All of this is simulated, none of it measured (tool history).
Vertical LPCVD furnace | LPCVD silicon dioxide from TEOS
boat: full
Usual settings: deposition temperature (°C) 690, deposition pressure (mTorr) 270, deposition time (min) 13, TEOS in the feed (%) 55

run   hour  deposition temperature (°C)  deposition pressure (mTorr)  deposition time (min)  TEOS in the feed (%)  wafers since the last listed run  hours since the last temperature calibration  hours since the pressure gauge was zeroed  hours since the TEOS flow controller was replaced  hours since the gauge calibration  read-back reference wafer on the same gauge, thickness  film thickness on the monitor wafer in the middle of the boat (angstrom)
  1      0                          683                          270                   10.5                    55                                 0                                        3424.5                                     1589.9                                             4042.7                              153.1                                                    58.5                                                                     475.6
  2   24.7                          683                          270                   10.5                    55                               363                                        3449.2                                     1614.6                                             4067.4                              177.8                                                   58.53                                                                       475
  3   37.5                          690                          270                     11                    55                               188                                          3462                                     1627.4                                             4080.2                              190.6                                                    58.5                                                                     587.9
      68.3  -- TEOS flow controller replaced
  4   68.8                          690                          270                     11                    55                               107                                        3493.3                                     1658.7                                                0.5                              221.9                                                   58.54                                                                     588.1
  5     72                          690                          270                   15.5                    55                                47                                        3496.5                                     1661.9                                                3.7                              225.1                                                   58.48                                                                     828.7
  6   75.2                          690                          270                   15.5                    55                                47                                        3499.7                                     1665.1                                                6.9                              228.3                                                   58.51                                                                     830.3
  7   78.4                          690                          270                     13                    55                                47                                        3502.9                                     1668.3                                               10.1                              231.5                                                   58.46                                                                     696.4
  8   99.7                          690                          270                     13                    61                               313                                        3524.2                                     1689.6                                               31.4                              252.8                                                    58.5                                                                       733
  9  107.2                          698                          240                   17.5                    66                               110                                        3531.7                                     1697.1                                               38.9                              260.3                                                   58.52                                                                    1168.2
     111.6  -- gauge calibrated
 10  116.4                          690                          270                     11                    55                               135                                        3540.9                                     1706.3                                               48.1                                4.8                                                   58.52                                                                     588.8
     146.6  -- thermocouples replaced and temperature profile calibrated
 11  147.1                          690                          270                     13                    64                                98                                           0.5                                       1737                                               78.8                               35.5                                                   58.47                                                                     677.5
 12  150.3                          690                          225                   14.5                    55                                44                                           3.7                                     1740.2                                                 82                               38.7                                                   58.48                                                                     638.5
     174.1  -- pressure gauge zeroed
 13  174.6                          685                          220                     17                    55                                 7                                            28                                        0.5                                              106.3                                 63                                                   58.51                                                                     658.7
 14  177.8                          690                          270                     15                    60                                47                                          31.2                                        3.7                                              109.5                               66.2                                                   58.48                                                                     757.9
 15  183.9                          697                          285                    8.5                    44                                89                                          37.3                                        9.8                                              115.6                               72.3                                                   58.51                                                                     445.6
 16  201.8                          695                          305                   14.5                    51                               263                                          55.2                                       27.7                                              133.5                               90.2                                                   58.52                                                                     809.2
 17  218.9                          690                          270                   17.5                    55                               251                                          72.3                                       44.8                                              150.6                              107.3                                                   58.49                                                                     849.8

How the hidden state differs across the entries between the runs, from the last listed run before each to the first after it:
Between runs 3 and 4: TEOS flow controller replaced (hour 68.3)
  true tube temperature minus thermocouple reading, K: 4.77 -> 4.78
  measured less the result without the state, film thickness on the monitor wafer in the middle of the boat (angstrom): +62.6 -> +62.7
Between runs 9 and 10: gauge calibrated (hour 111.6)
  no hidden state differs between the two runs
  measured less the result without the state, film thickness on the monitor wafer in the middle of the boat (angstrom): +122.8 -> +62.9
Between runs 10 and 11: thermocouples replaced and temperature profile calibrated (hour 146.6)
  true tube temperature minus thermocouple reading, K: 4.78 -> 0.429
  measured less the result without the state, film thickness on the monitor wafer in the middle of the boat (angstrom): +62.9 -> +6.9
Between runs 12 and 13: pressure gauge zeroed (hour 174.1)
  true tube temperature minus thermocouple reading, K: 0.44 -> 0.526
  measured less the result without the state, film thickness on the monitor wafer in the middle of the boat (angstrom): +6.7 -> +8.2
